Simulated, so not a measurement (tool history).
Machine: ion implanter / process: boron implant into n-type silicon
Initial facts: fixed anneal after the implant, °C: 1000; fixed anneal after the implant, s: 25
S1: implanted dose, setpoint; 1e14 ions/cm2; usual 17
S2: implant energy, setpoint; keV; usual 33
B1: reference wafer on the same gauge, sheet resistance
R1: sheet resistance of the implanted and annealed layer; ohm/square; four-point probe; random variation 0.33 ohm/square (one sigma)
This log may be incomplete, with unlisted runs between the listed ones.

{"run": 1, "hour": 0.0, "S1": 17, "S2": 33, "B1": 66.66, "R1": 81.69}
{"run": 2, "hour": 29.0, "S1": 17, "S2": 33, "B1": 66.7, "R1": 81.31}
{"run": 3, "hour": 45.3, "S1": 17, "S2": 33, "B1": 66.72, "R1": 80.87}
{"run": 4, "hour": 75.7, "S1": 17, "S2": 33, "B1": 66.68, "R1": 81.3}
{"hour": 170.8, "done": "Faraday cup replaced and dose calibrated"}
{"run": 5, "hour": 182.6, "S1": 17, "S2": 33, "B1": 66.64, "R1": 79.53}
{"run": 6, "hour": 210.3, "S1": 17, "S2": 33, "B1": 66.7, "R1": 79.49}
{"run": 7, "hour": 235.3, "S1": 17, "S2": 33, "B1": 66.76, "R1": 79.71}
{"run": 8, "hour": 270.9, "S1": 17, "S2": 33, "B1": 66.82, "R1": 79.65}
{"run": 9, "hour": 301.3, "S1": 21.03, "S2": 36.5, "B1": 66.58, "R1": 68.18}
{"run": 10, "hour": 313.8, "S1": 17, "S2": 26, "B1": 66.59, "R1": 82.05}
{"hour": 336.4, "done": "extraction supply calibrated"}
{"run": 11, "hour": 343.6, "S1": 12.61, "S2": 25.5, "B1": 66.79, "R1": 102.74}
{"run": 12, "hour": 361.1, "S1": 20.3, "S2": 37.5, "B1": 66.81, "R1": 69.45}
{"hour": 373.5, "done": "gauge calibrated"}
{"run": 13, "hour": 376.3, "S1": 20.3, "S2": 37.5, "B1": 66.68, "R1": 70.04}
{"run": 14, "hour": 406.0, "S1": 13.8, "S2": 28.5, "B1": 66.78, "R1": 96.08}
{"run": 15, "hour": 438.1, "S1": 17, "S2": 33, "B1": 66.76, "R1": 80.34}
{"run": 16, "hour": 467.5, "S1": 20.89, "S2": 33, "B1": 66.64, "R1": 69.61}
{"run": 17, "hour": 491.6, "S1": 17, "S2": 33, "B1": 66.55, "R1": 80.58}

Alternative continuations, all from the tool just after run 17; predict every row:
{"run": "A", "hour": 492.0, "S1": 17, "S2": 33, "B1": "?", "R1": "?"}
{"run": "B", "hour": 492.0, "S1": 12.36, "S2": 33, "B1": "?", "R1": "?"}
{"run": "C", "hour": 492.0, "S1": 19.17, "S2": 23, "B1": "?", "R1": "?"}
{"run": "D", "hour": 492.0, "S1": 19.07, "S2": 36.5, "B1": "?", "R1": "?"}
{"run": "E", "hour": 492.0, "S1": 13.01, "S2": 33, "B1": "?", "R1": "?"}

run=A B1=66.72 R1=80.71
run=B B1=66.72 R1=103.43
run=C B1=66.72 R1=78.84
run=D B1=66.72 R1=73.33
run=E B1=66.72 R1=99.27
The same runs, with their run-to-run variation unchanged, on a tool lacking any hidden condition would have given:
run=A R1=79.07
run=B R1=101.14
run=C R1=77.57
run=D R1=71.87
run=E R1=97.09
